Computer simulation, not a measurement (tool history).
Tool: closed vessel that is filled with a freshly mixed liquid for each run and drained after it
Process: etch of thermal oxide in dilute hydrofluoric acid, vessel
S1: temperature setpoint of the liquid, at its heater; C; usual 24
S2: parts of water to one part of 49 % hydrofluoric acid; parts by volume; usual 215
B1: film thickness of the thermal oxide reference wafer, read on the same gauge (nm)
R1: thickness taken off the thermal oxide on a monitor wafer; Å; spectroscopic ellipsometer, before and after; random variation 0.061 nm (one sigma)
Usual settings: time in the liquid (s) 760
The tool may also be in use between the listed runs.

{"run": 1, "day": 0.0, "S1": 24, "S2": 215, "time in the liquid (s)": 760, "B1": 110.01, "R1": 159.2}
{"run": 2, "day": 2.821, "S1": 24, "S2": 215, "time in the liquid (s)": 760, "B1": 110.01, "R1": 159.1}
{"run": 3, "day": 5.288, "S1": 24, "S2": 215, "time in the liquid (s)": 760, "B1": 110.01, "R1": 158.2}
{"run": 4, "day": 8.046, "S1": 24, "S2": 215, "time in the liquid (s)": 760, "B1": 110, "R1": 159.2}
{"run": 5, "day": 10.525, "S1": 24, "S2": 215, "time in the liquid (s)": 760, "B1": 109.99, "R1": 159.8}
{"run": 6, "day": 11.975, "S1": 24, "S2": 215, "time in the liquid (s)": 760, "B1": 110, "R1": 159.4}
{"run": 7, "day": 13.296, "S1": 24, "S2": 155, "time in the liquid (s)": 760, "B1": 110, "R1": 235.7}
{"run": 8, "day": 14.867, "S1": 24, "S2": 215, "time in the liquid (s)": 545, "B1": 109.99, "R1": 115.1}
{"run": 9, "day": 17.029, "S1": 24, "S2": 215, "time in the liquid (s)": 545, "B1": 109.99, "R1": 114.3}
{"run": 10, "day": 18.046, "S1": 24, "S2": 215, "time in the liquid (s)": 1110, "B1": 109.98, "R1": 233.9}
{"run": 11, "day": 20.571, "S1": 24, "S2": 215, "time in the liquid (s)": 1110, "B1": 109.99, "R1": 233.2}
{"run": 12, "day": 21.921, "S1": 24, "S2": 215, "time in the liquid (s)": 1110, "B1": 109.99, "R1": 233.7}
{"run": 13, "day": 24.067, "S1": 24, "S2": 215, "time in the liquid (s)": 600, "B1": 110, "R1": 126.5}
{"run": 14, "day": 25.262, "S1": 24, "S2": 215, "time in the liquid (s)": 600, "B1": 110.01, "R1": 127}
{"day": 26.858, "done": "thermometer replaced"}
{"run": 15, "day": 31.8, "S1": 24, "S2": 215, "time in the liquid (s)": 600, "B1": 109.99, "R1": 127.6}
{"day": 34.479, "done": "hydrofluoric acid flow meter replaced"}
{"day": 35.521, "done": "gauge calibrated"}
{"run": 16, "day": 36.583, "S1": 20, "S2": 215, "time in the liquid (s)": 415, "B1": 110.01, "R1": 70.8}
{"run": 17, "day": 38.971, "S1": 24, "S2": 135, "time in the liquid (s)": 345, "B1": 109.99, "R1": 119.2}
{"run": 18, "day": 41.733, "S1": 24, "S2": 215, "time in the liquid (s)": 460, "B1": 110, "R1": 91.7}
{"run": 19, "day": 43.046, "S1": 24, "S2": 165, "time in the liquid (s)": 760, "B1": 110, "R1": 206.5}
{"run": 20, "day": 45.0, "S1": 19, "S2": 185, "time in the liquid (s)": 760, "B1": 110, "R1": 150.3}
{"run": 21, "day": 46.233, "S1": 24, "S2": 215, "time in the liquid (s)": 760, "B1": 110, "R1": 153.5}
{"run": 22, "day": 47.296, "S1": 24, "S2": 280, "time in the liquid (s)": 760, "B1": 110.01, "R1": 109.7}
{"run": 23, "day": 48.975, "S1": 25.5, "S2": 130, "time in the liquid (s)": 760, "B1": 110.02, "R1": 292.5}
{"run": 24, "day": 50.317, "S1": 24, "S2": 110, "time in the liquid (s)": 760, "B1": 110, "R1": 333.4}
{"run": 25, "day": 52.571, "S1": 24, "S2": 185, "time in the liquid (s)": 760, "B1": 110, "R1": 184.9}
{"run": 26, "day": 54.308, "S1": 24, "S2": 215, "time in the liquid (s)": 630, "B1": 109.99, "R1": 127}
{"run": 27, "day": 56.496, "S1": 24, "S2": 215, "time in the liquid (s)": 600, "B1": 110.01, "R1": 121}
{"run": 28, "day": 61.333, "S1": 24, "S2": 215, "time in the liquid (s)": 760, "B1": 110, "R1": 154.6}

Forecast each of these 5 alternatives for the next run:
{"run": "A", "day": 61.371, "S1": 24, "S2": 215, "time in the liquid (s)": 760, "B1": "?", "R1": "?"}
{"run": "B", "day": 61.371, "S1": 26.5, "S2": 160, "time in the liquid (s)": 975, "B1": "?", "R1": "?"}
{"run": "C", "day": 61.371, "S1": 26.5, "S2": 215, "time in the liquid (s)": 760, "B1": "?", "R1": "?"}
{"run": "D", "day": 61.371, "S1": 20.5, "S2": 285, "time in the liquid (s)": 1205, "B1": "?", "R1": "?"}
{"run": "E", "day": 61.371, "S1": 20.5, "S2": 215, "time in the liquid (s)": 760, "B1": "?", "R1": "?"}

run=A B1=110.01 R1=155.1
run=B B1=110.01 R1=311.5
run=C B1=110.01 R1=169.8
run=D B1=110.01 R1=152.5
run=E B1=110.01 R1=136
Without the tool's hidden state the same runs would have given:
run=A R1=150.1
run=B R1=301.8
run=C R1=164.3
run=D R1=147.5
run=E R1=131.7
